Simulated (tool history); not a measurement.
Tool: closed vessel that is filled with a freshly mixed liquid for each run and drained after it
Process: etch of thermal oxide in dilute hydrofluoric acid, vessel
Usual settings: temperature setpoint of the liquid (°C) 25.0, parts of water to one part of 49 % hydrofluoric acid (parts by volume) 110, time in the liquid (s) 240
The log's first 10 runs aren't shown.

run	hour	temperature setpoint of the liquid (°C)	parts of water to one part of 49 % hydrofluoric acid (parts by volume)	time in the liquid (s)	read-back film thickness of the thermal oxide reference wafer, read on the same gauge (nm)	thickness taken off the thermal oxide on a monitor wafer (Å)
11	498.2	25.0	110	240	80.01	97.7
12	553.8	21.0	110	105	79.99	36.7
13	589.7	20.5	130	240	80.01	67.9
14	652.5	21.0	150	280	79.99	68.1
15	702.0	25.0	110	205	79.99	83.7
16	761.0	23.0	140	290	80.00	82.3
17	797.6	23.0	140	290	79.99	83.0
18	844.0	25.0	90	240	80.00	121.8
# hour 852.3: hydrofluoric acid flow meter replaced
19	888.9	21.0	130	370	80.01	108.4
20	953.4	25.0	130	240	80.00	81.6
21	984.4	25.0	95	160	80.00	77.8
22	1012.4	25.0	110	240	80.00	99.3
23	1069.9	29.5	110	240	80.01	117.5
24	1115.9	20.5	135	300	79.99	82.5
25	1173.1	25.0	135	180	80.00	58.8
26	1203.5	20.5	110	240	79.99	83.3
27	1242.5	27.5	80	310	80.00	202.4
28	1279.5	28.0	110	335	79.99	154.6
29	1334.1	29.0	80	240	79.98	165.9
30	1405.9	23.0	140	290	79.99	84.1
31	1463.2	29.5	160	240	80.00	75.8
32	1491.7	25.0	110	240	80.00	99.5

5 ways to go on from here, each from the tool as it stands after run 32. What would each give?
A	1492.4	30.0	110	240	?	?
B	1492.4	21.5	110	120	?	?
C	1492.4	20.5	135	370	?	?
D	1492.4	29.0	110	240	?	?
E	1492.4	25.0	135	240	?	?

run	read-back film thickness of the thermal oxide reference wafer, read on the same gauge (nm)	thickness taken off the thermal oxide on a monitor wafer (Å)
A	79.99	119.3
B	79.99	43.1
C	79.99	101.1
D	79.99	115.0
E	79.99	78.0
Without the tool's hidden state the same runs would have given:
run	thickness taken off the thermal oxide on a monitor wafer (Å)
A	117.9
B	42.4
C	99.6
D	113.6
E	77.0

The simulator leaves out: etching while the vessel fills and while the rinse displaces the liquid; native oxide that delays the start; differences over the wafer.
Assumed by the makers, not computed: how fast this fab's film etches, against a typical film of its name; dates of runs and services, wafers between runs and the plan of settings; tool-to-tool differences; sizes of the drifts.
